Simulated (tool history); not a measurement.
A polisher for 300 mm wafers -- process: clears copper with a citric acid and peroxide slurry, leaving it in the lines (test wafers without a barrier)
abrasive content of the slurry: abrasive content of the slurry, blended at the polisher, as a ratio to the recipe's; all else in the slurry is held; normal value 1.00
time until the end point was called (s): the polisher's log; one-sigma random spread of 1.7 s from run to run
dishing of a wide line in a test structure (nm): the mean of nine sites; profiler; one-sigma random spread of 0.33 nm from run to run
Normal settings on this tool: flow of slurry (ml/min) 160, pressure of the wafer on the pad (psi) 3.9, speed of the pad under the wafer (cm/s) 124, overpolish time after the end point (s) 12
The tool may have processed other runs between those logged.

| run | hour | flow of slurry (ml/min) | pressure of the wafer on the pad (psi) | speed of the pad under the wafer (cm/s) | abrasive content of the slurry | overpolish time after the end point (s) | incoming thickness of the incoming film, nm | time until the end point was called (s) | dishing of a wide line in a test structure (nm) |
|---|---|---|---|---|---|---|---|---|---|
| 1 | 0.0 | 160 | 3.9 | 124 | 1.00 | 12 | 368.7 | 105.2 | 25.6 |
| 2 | 23.0 | 160 | 3.9 | 124 | 1.00 | 12 | 367.0 | 108.0 | 25.4 |
| 3 | 55.9 | 160 | 3.9 | 124 | 1.00 | 12 | 369.8 | 106.7 | 25.2 |
|  | 102.0 | slurry blender recalibrated |
| 4 | 127.4 | 160 | 3.9 | 156 | 1.00 | 12 | 367.9 | 78.2 | 32.0 |
| 5 | 186.8 | 160 | 3.9 | 124 | 1.00 | 12 | 371.9 | 99.9 | 25.8 |
|  | 214.0 | slurry nozzle cleaned |
| 6 | 258.4 | 160 | 3.9 | 124 | 0.85 | 15 | 366.6 | 107.8 | 30.8 |
| 7 | 295.7 | 130 | 5.0 | 124 | 1.00 | 17 | 362.1 | 84.7 | 40.7 |
| 8 | 321.8 | 160 | 4.8 | 124 | 1.00 | 12 | 375.4 | 88.0 | 30.9 |
| 9 | 349.7 | 160 | 3.9 | 86 | 1.00 | 12 | 371.8 | 153.7 | 18.8 |
| 10 | 410.4 | 130 | 3.9 | 138 | 0.80 | 16 | 366.3 | 101.7 | 33.1 |
| 11 | 435.9 | 205 | 3.9 | 124 | 0.85 | 12 | 367.9 | 105.4 | 25.2 |
| 12 | 474.8 | 160 | 3.9 | 164 | 1.00 | 12 | 366.8 | 81.2 | 31.9 |
|  | 500.5 | worn pad replaced by a new one |
| 13 | 505.6 | 125 | 3.9 | 124 | 1.00 | 12 | 374.8 | 112.3 | 23.7 |
|  | 565.8 | head pressure recalibrated |
| 14 | 569.6 | 135 | 2.5 | 124 | 1.15 | 19 | 362.5 | 162.4 | 25.4 |
|  | 608.8 | slurry blender recalibrated |
| 15 | 641.5 | 160 | 3.9 | 124 | 1.00 | 7 | 366.8 | 97.3 | 16.1 |
| 16 | 708.1 | 160 | 3.9 | 124 | 1.00 | 12 | 364.7 | 99.9 | 26.5 |
|  | 769.8 | slurry nozzle cleaned |
| 17 | 774.6 | 160 | 3.9 | 138 | 0.90 | 12 | 365.6 | 93.6 | 27.9 |
| 18 | 834.2 | 160 | 3.9 | 124 | 1.00 | 17 | 373.1 | 108.0 | 34.9 |
| 19 | 897.9 | 160 | 3.9 | 124 | 1.00 | 12 | 370.7 | 104.7 | 25.8 |
|  | 935.7 | worn pad replaced by a new one |
| 20 | 943.7 | 160 | 3.9 | 124 | 0.85 | 12 | 371.0 | 108.7 | 25.2 |
| 21 | 1070.0 | 145 | 3.9 | 144 | 0.75 | 7 | 370.2 | 97.6 | 16.8 |
| 22 | 1099.6 | 160 | 3.9 | 88 | 1.00 | 15 | 371.1 | 144.6 | 22.7 |
|  | 1111.9 | slurry blender recalibrated |
| 23 | 1129.5 | 160 | 3.9 | 124 | 1.00 | 12 | 376.4 | 102.1 | 26.8 |
| 24 | 1160.6 | 205 | 2.8 | 124 | 0.90 | 12 | 368.0 | 133.8 | 20.5 |
| 25 | 1187.6 | 160 | 3.9 | 124 | 1.00 | 12 | 372.4 | 105.0 | 26.7 |
|  | 1231.3 | slurry nozzle cleaned |
| 26 | 1309.4 | 175 | 2.7 | 124 | 1.20 | 12 | 374.2 | 145.4 | 19.2 |
| 27 | 1340.1 | 160 | 3.9 | 124 | 1.00 | 12 | 363.6 | 101.8 | 24.9 |
| 28 | 1390.2 | 195 | 3.9 | 124 | 1.00 | 9 | 372.1 | 103.5 | 20.5 |

Below are 4 alternative next runs, each starting from the tool's condition after run 28. Predict each:
| A | 1390.7 | 160 | 3.9 | 124 | 1.00 | 12 | 366.7 | ? | ? |
| B | 1390.7 | 200 | 4.4 | 124 | 0.90 | 10 | 366.7 | ? | ? |
| C | 1390.7 | 160 | 3.4 | 138 | 1.00 | 7 | 366.7 | ? | ? |
| D | 1390.7 | 160 | 4.6 | 124 | 1.10 | 12 | 366.7 | ? | ? |

| run | time until the end point was called (s) | dishing of a wide line in a test structure (nm) |
|---|---|---|
| A | 104.9 | 25.3 |
| B | 91.4 | 24.5 |
| C | 108.1 | 15.2 |
| D | 87.8 | 29.6 |
What these runs would have given with no unlogged condition in the tool:
| run | time until the end point was called (s) | dishing of a wide line in a test structure (nm) |
|---|---|---|
| A | 98.2 | 26.8 |
| B | 85.6 | 25.9 |
| C | 101.1 | 16.2 |
| D | 82.1 | 31.3 |

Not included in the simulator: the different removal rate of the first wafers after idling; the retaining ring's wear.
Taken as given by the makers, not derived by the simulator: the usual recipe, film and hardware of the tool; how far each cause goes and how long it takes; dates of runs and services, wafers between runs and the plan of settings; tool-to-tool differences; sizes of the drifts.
